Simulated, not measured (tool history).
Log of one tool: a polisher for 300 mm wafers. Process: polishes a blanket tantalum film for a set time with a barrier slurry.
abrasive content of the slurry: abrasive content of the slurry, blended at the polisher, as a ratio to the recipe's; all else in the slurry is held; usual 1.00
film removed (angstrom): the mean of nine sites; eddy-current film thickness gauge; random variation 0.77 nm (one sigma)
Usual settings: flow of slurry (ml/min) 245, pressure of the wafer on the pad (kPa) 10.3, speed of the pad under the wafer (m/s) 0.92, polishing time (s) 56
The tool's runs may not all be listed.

run,hour,flow of slurry (ml/min),pressure of the wafer on the pad (kPa),speed of the pad under the wafer (m/s),abrasive content of the slurry,polishing time (s),wafers since the last listed run,wafers polished on this pad,hours since the slurry nozzle was cleaned,hours since the head pressure was calibrated,hours since the slurry blender was calibrated,"incoming thickness of the incoming film, nm",film removed (angstrom)
1,0.0,245,8.3,1.12,1.00,56,0,257,512.9,232.8,32.6,216.1,545
2,24.8,245,8.3,1.12,1.00,56,248,505,537.7,257.6,57.4,222.9,533
3,83.1,245,8.3,1.12,1.00,56,583,1089,596.0,315.9,115.7,220.4,542
4,121.6,245,10.3,0.92,1.00,56,385,1474,634.5,354.4,154.2,218.7,564
# hour 130.5: worn pad replaced by a new one
5,187.5,245,10.3,0.92,1.00,56,619,571,700.4,420.3,220.1,223.9,566
6,234.6,245,10.3,0.74,1.00,56,471,1042,747.5,467.4,267.2,219.4,441
7,258.8,245,10.3,0.92,1.00,56,242,1285,771.7,491.6,291.4,218.4,559
# hour 283.7: head pressure recalibrated
# hour 301.6: worn pad replaced by a new one
8,311.1,245,10.3,0.92,1.00,56,463,95,824.0,27.4,343.7,218.6,561
9,345.6,245,10.3,0.92,1.00,56,345,440,858.5,61.9,378.2,220.1,559
# hour 360.0: slurry blender recalibrated
10,390.3,245,13.1,0.92,1.00,56,427,868,903.2,106.6,30.3,219.7,700
# hour 430.1: worn pad replaced by a new one
# hour 430.6: slurry nozzle cleaned
11,447.0,245,10.3,0.70,1.00,56,523,164,16.4,163.3,87.0,219.8,439
12,476.6,245,10.3,0.82,1.00,56,296,460,46.0,192.9,116.6,218.8,506
13,504.5,215,10.3,0.92,1.20,56,279,740,73.9,220.8,144.5,220.8,584
14,551.2,245,10.3,0.92,1.00,56,467,1207,120.6,267.5,191.2,219.7,562
15,584.2,245,7.6,0.92,1.00,56,330,1538,153.6,300.5,224.2,217.9,408
# hour 597.9: worn pad replaced by a new one
16,647.0,320,10.3,0.92,0.70,41,588,491,216.4,363.3,287.0,216.9,367
17,698.3,245,10.3,0.66,1.15,56,513,1005,267.7,414.6,338.3,218.9,423
# hour 733.1: worn pad replaced by a new one
18,744.8,205,10.3,1.20,0.85,56,425,117,314.2,461.1,384.8,218.0,653

The tool's hidden state at each run:
removal rate lost through wear of the pad, %: 0 in every run
slurry flow missing at the pad, %: 0 in every run
deviation of the head's pressure from its setpoint, %: 0 in every run
abrasive missing from the slurry, %: 0 in every run

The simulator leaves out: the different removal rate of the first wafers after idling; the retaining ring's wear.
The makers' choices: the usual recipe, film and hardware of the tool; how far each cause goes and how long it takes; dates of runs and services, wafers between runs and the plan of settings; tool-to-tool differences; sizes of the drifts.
